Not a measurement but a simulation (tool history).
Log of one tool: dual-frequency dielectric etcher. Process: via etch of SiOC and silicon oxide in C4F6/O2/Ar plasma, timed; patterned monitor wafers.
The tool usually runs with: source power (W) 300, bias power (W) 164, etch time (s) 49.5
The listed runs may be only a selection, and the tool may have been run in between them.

| run | hour | source power (W) | bias power (W) | etch time (s) | read-back reference wafer on the same gauge, depth_nm | mean etch depth across the wafer (nm) |
|---|---|---|---|---|---|---|
| 1 | 0 | 300 | 164 | 49.5 | 49.92 | 49.6 |
| 2 | 75.8 | 300 | 164 | 49.5 | 49.89 | 49.95 |
| 3 | 115.6 | 300 | 164 | 49.5 | 49.87 | 48.3 |
| 4 | 141.7 | 300 | 164 | 49.5 | 49.88 | 48.4 |
| 5 | 169.7 | 300 | 164 | 49.5 | 49.85 | 48.04 |
| 6 | 212.8 | 300 | 179 | 49.5 | 49.9 | 49.96 |
| 7 | 259.5 | 300 | 164 | 49.5 | 49.9 | 48.41 |
| 8 | 317.8 | 300 | 183 | 49.5 | 49.91 | 50.97 |
| 9 | 361.9 | 300 | 183 | 49.5 | 49.9 | 50.78 |
| 10 | 524.2 | 260 | 195 | 49.5 | 49.87 | 49.68 |
| 11 | 627.8 | 300 | 139 | 37.5 | 49.88 | 34.06 |
| 12 | 676.1 | 340 | 191 | 49.5 | 49.92 | 53.6 |
| 13 | 706.8 | 380 | 125 | 49.5 | 49.87 | 48.41 |
| 14 | 770.5 | 300 | 164 | 49.5 | 49.87 | 48.45 |
| 15 | 809.2 | 360 | 164 | 60.5 | 49.96 | 63.86 |
| 16 | 864.5 | 270 | 136 | 59.5 | 49.83 | 52.35 |
| 17 | 928.2 | 230 | 185 | 42 | 49.89 | 38.97 |
| 18 | 985.3 | 360 | 191 | 54.5 | 49.9 | 61.74 |

Removed from this log: 7 entries logged between the listed runs. Between which two listed runs does each belong, and how does the tool's hidden state at the listed run before it compare with that at the listed run after it?
In the gap between runs 1 and 2: gauge calibrated (hour 27)
  etch rate over this chamber's usual, %: 3.53 -> 4.13
  measured minus no-state result, mean etch depth across the wafer (nm): +1.69 -> +1.98
In the gap between runs 2 and 3: wet clean of the chamber (hour 115.1)
  etch rate over this chamber's usual, %: 4.13 -> 0.0152
  measured minus no-state result, mean etch depth across the wafer (nm): +1.98 -> +0
In the gap between runs 8 and 9: bias power generator calibrated (hour 335)
  etch rate over this chamber's usual, %: 1.6 -> 1.94
  measured minus no-state result, mean etch depth across the wafer (nm): +0.8 -> +0.97
In the gap between runs 10 and 11: gauge calibrated (hour 619.9); wet clean of the chamber (hour 627.3)
  etch rate over this chamber's usual, %: 3.21 -> -0.133
  measured minus no-state result, mean etch depth across the wafer (nm): +1.55 -> -0.04
In the gap between runs 13 and 14: upper electrode replaced (hour 757.4); source power generator calibrated (hour 757.5)
  etch rate over this chamber's usual, %: 0.484 -> 0.982
  measured minus no-state result, mean etch depth across the wafer (nm): +0.24 -> +0.47
